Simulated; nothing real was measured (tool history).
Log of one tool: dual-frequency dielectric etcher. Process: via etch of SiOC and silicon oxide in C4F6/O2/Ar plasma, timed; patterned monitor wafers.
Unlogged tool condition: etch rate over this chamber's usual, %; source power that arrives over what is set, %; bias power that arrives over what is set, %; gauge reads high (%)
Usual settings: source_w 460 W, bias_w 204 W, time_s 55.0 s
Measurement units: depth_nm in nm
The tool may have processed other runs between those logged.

| run | day | source_w | bias_w | time_s | wafers since the last listed run | hours since the last wet clean | hours since the last source power generator calibration | hours since the last bias power generator calibration | hours since the last upper electrode change | hours since the gauge calibration | read-back reference wafer on the same gauge, depth_nm | depth_nm |
|---|---|---|---|---|---|---|---|---|---|---|---|---|
| 1 | 0.000 | 460 | 204 | 55.0 | 0 | 407.8 | 3216.7 | 3873.4 | 2092.3 | 154.1 | 61.6 | 64.8 |
| 2 | 0.288 | 460 | 204 | 66.0 | 127 | 414.7 | 3223.6 | 3880.3 | 2099.2 | 161.0 | 61.7 | 77.2 |
| 3 | 0.942 | 460 | 204 | 66.0 | 290 | 430.4 | 3239.3 | 3896.0 | 2114.9 | 176.7 | 61.8 | 77.4 |
| 4 | 1.262 | 460 | 204 | 55.0 | 142 | 438.1 | 3247.0 | 3903.7 | 2122.6 | 184.4 | 61.6 | 65.0 |
| 5 | 1.858 | 460 | 204 | 55.0 | 264 | 452.4 | 3261.3 | 3918.0 | 2136.9 | 198.7 | 61.7 | 64.8 |
| 6 | 2.279 | 460 | 204 | 55.0 | 186 | 462.5 | 3271.4 | 3928.1 | 2147.0 | 208.8 | 61.7 | 65.1 |
| 7 | 2.846 | 460 | 204 | 55.0 | 251 | 476.1 | 3285.0 | 3941.7 | 2160.6 | 222.4 | 61.7 | 65.1 |
|  | 3.158 | gauge calibrated |
|  | 3.929 | wet clean of the chamber |
| 8 | 3.950 | 460 | 173 | 55.0 | 46 | 0.5 | 3311.5 | 3968.2 | 2187.1 | 19.0 | 61.7 | 58.4 |
| 9 | 3.967 | 390 | 204 | 60.5 | 7 | 0.9 | 3311.9 | 3968.6 | 2187.5 | 19.4 | 61.7 | 64.5 |

Estimate the outcome of run 10 from the log above:
| 10 | 4.221 | 510 | 204 | 67.5 | 112 | 7.0 | 3318.0 | 3974.7 | 2193.6 | 25.5 | ? | ? |

read-back reference wafer on the same gauge, depth_nm: 61.7
depth_nm: 79.1 nm
Without the tool's hidden state the same run would have given depth_nm 79.3 nm.
